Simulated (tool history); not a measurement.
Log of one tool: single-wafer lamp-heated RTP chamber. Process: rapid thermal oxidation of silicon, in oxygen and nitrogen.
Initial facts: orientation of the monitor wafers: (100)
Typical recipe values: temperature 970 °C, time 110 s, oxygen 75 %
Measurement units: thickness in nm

| run | hour | temperature | time | oxygen | read-back reference wafer on the same gauge, thickness | thickness |
|---|---|---|---|---|---|---|
| 1 | 0 | 970 | 110 | 75 | 5.441 | 5.954 |
| 2 | 31.1 | 970 | 110 | 75 | 5.427 | 5.989 |
|  | 83 | pyrometer window cleaned and pyrometer calibrated |
| 3 | 87.1 | 970 | 135 | 75 | 5.438 | 6.585 |
|  | 103 | gauge calibrated |
| 4 | 149.5 | 970 | 110 | 75 | 5.439 | 6.031 |
| 5 | 177.7 | 970 | 110 | 75 | 5.439 | 5.985 |
| 6 | 217.2 | 970 | 74 | 75 | 5.443 | 5.068 |
|  | 235.4 | pyrometer window cleaned and pyrometer calibrated |
|  | 250.1 | oxygen flow controller replaced |
| 7 | 262.5 | 970 | 74 | 75 | 5.427 | 5.025 |
| 8 | 295.9 | 941 | 110 | 48 | 5.444 | 4.213 |
| 9 | 352.5 | 970 | 110 | 48 | 5.442 | 5.16 |
| 10 | 411.5 | 970 | 110 | 75 | 5.447 | 5.959 |
|  | 428.8 | pyrometer window cleaned and pyrometer calibrated |
| 11 | 471 | 962 | 65 | 86 | 5.441 | 4.68 |
| 12 | 501 | 998 | 124 | 75 | 5.446 | 7.748 |
|  | 501.5 | gauge calibrated |
| 13 | 543.7 | 949 | 110 | 75 | 5.441 | 5.12 |
|  | 598 | pyrometer window cleaned and pyrometer calibrated |
| 14 | 598.5 | 984 | 56 | 89 | 5.441 | 5.278 |
| 15 | 649.2 | 955 | 70 | 97 | 5.445 | 4.819 |

Consider 4 possible next runs. They are alternatives, not a sequence: every one starts from the tool as it was left by run 15. What does each give?
| A | 649.6 | 970 | 110 | 75 | ? | ? |
| B | 649.6 | 970 | 138 | 84 | ? | ? |
| C | 649.6 | 970 | 127 | 75 | ? | ? |
| D | 649.6 | 985 | 110 | 90 | ? | ? |

| run | read-back reference wafer on the same gauge, thickness | thickness |
|---|---|---|
| A | 5.436 | 5.939 |
| B | 5.436 | 6.836 |
| C | 5.436 | 6.33 |
| D | 5.436 | 7.087 |
Without the tool's hidden state the same runs would have given:
| run | thickness |
|---|---|
| A | 5.939 |
| B | 6.836 |
| C | 6.33 |
| D | 7.087 |
